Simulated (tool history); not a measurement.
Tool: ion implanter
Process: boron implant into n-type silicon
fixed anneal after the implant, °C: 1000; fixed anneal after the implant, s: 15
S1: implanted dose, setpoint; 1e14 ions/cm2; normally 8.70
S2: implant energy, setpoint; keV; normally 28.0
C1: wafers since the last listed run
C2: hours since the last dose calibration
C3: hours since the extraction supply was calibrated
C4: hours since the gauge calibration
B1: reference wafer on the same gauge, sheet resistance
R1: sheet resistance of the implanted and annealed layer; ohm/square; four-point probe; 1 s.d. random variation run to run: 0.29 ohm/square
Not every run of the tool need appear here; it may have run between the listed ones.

run    hour     S1    S2    C1      C2      C3      C4      B1      R1
  1     0.0  10.40  28.0     0  1073.7  1938.9   697.8  123.36  119.95
  2    62.1   7.12  28.0  1114  1135.8  2001.0   759.9  123.28  165.35
  3   105.8   8.70  21.0   784  1179.5  2044.7   803.6  123.46  141.71
  4   298.9   8.70  21.0  3465  1372.6  2237.8   996.7  123.14  141.92
  5   364.9   8.70  21.0  1184  1438.6  2303.8  1062.7  123.04  141.78
  6   417.1   8.70  32.0   936  1490.8  2356.0  1114.9  123.00  137.84
  7   457.5   8.70  32.0   725  1531.2  2396.4  1155.3  123.05  137.23
  8   497.4   8.70  32.0   716  1571.1  2436.3  1195.2  122.93  137.81
      506.3  -- gauge calibrated
  9   528.7   8.70  28.0   561  1602.4  2467.6    22.4  123.67  139.24
 10   553.4   8.70  31.0   443  1627.1  2492.3    47.1  123.74  139.10
 11   597.3   8.70  28.0   787  1671.0  2536.2    91.0  123.68  139.35
 12   641.8   8.70  28.0   798  1715.5  2580.7   135.5  123.68  139.29
 13   699.0   8.70  34.5  1026  1772.7  2637.9   192.7  123.61  137.54
 14   736.5   8.70  34.5   672  1810.2  2675.4   230.2  123.55  137.39
 15   780.4   8.70  35.0   787  1854.1  2719.3   274.1  123.57  137.30
 16   805.3   7.34  20.5   446  1879.0  2744.2   299.0  123.42  164.85
 17   840.3   7.16  30.5   628  1914.0  2779.2   334.0  123.52  162.78
 18   886.5   8.70  28.0   829  1960.2  2825.4   380.2  123.25  139.15
      933.6  -- Faraday cup replaced and dose calibrated
 19   951.1   8.70  28.0  1015    17.5  2890.0   444.8  123.43  138.71
 20  1018.7   7.43  35.5  1213    85.1  2957.6   512.4  123.24  155.43
 21  1050.6   8.03  25.0   572   117.0  2989.5   544.3  123.28  149.34
 22  1093.9   8.70  34.5   777   160.3  3032.8   587.6  123.16  136.53
 23  1119.3   7.74  23.5   455   185.7  3058.2   613.0  123.30  155.17
     1139.5  -- extraction supply calibrated
 24  1164.7   9.91  22.0   671   231.1    25.2   658.4  123.01  127.14
 25  1200.2   9.41  18.5   637   266.6    60.7   693.9  123.12  134.73
 26  1371.7   7.20  28.0  3077   438.1   232.2   865.4  122.81  162.81
 27  1397.0   8.70  28.0   454   463.4   257.5   890.7  122.94  138.69
 28  1444.1   8.70  20.5   845   510.5   304.6   937.8  122.91  141.77
 29  1486.2   9.80  37.5   755   552.6   346.7   979.9  122.81  123.83
 30  1555.8   6.40  25.0  1249   622.2   416.3  1049.5  122.81  180.70

Below, each run's measurement less what the same run would have read without the hidden state. Both values contain the same run-to-run variation, but the gauge's scatter may not be the same in both:
Unlogged tool condition in this case: deviation of the true dose from the Faraday cup's reading, %; deviation of the true energy from its setpoint, %; gauge reads high (%).
run     R1
  1  -0.55
  2  -0.83
  3  -0.76
  4  -0.97
  5  -1.03
  6  -1.05
  7  -1.09
  8  -1.14
  9  -0.31
 10  -0.33
 11  -0.37
 12  -0.42
 13  -0.47
 14  -0.50
 15  -0.56
 16  -0.70
 17  -0.73
 18  -0.67
 19  -0.73
 20  -0.90
 21  -0.90
 22  -0.87
 23  -1.01
 24  -0.87
 25  -0.96
 26  -1.37
 27  -1.19
 28  -1.27
 29  -1.15
 30  -1.77

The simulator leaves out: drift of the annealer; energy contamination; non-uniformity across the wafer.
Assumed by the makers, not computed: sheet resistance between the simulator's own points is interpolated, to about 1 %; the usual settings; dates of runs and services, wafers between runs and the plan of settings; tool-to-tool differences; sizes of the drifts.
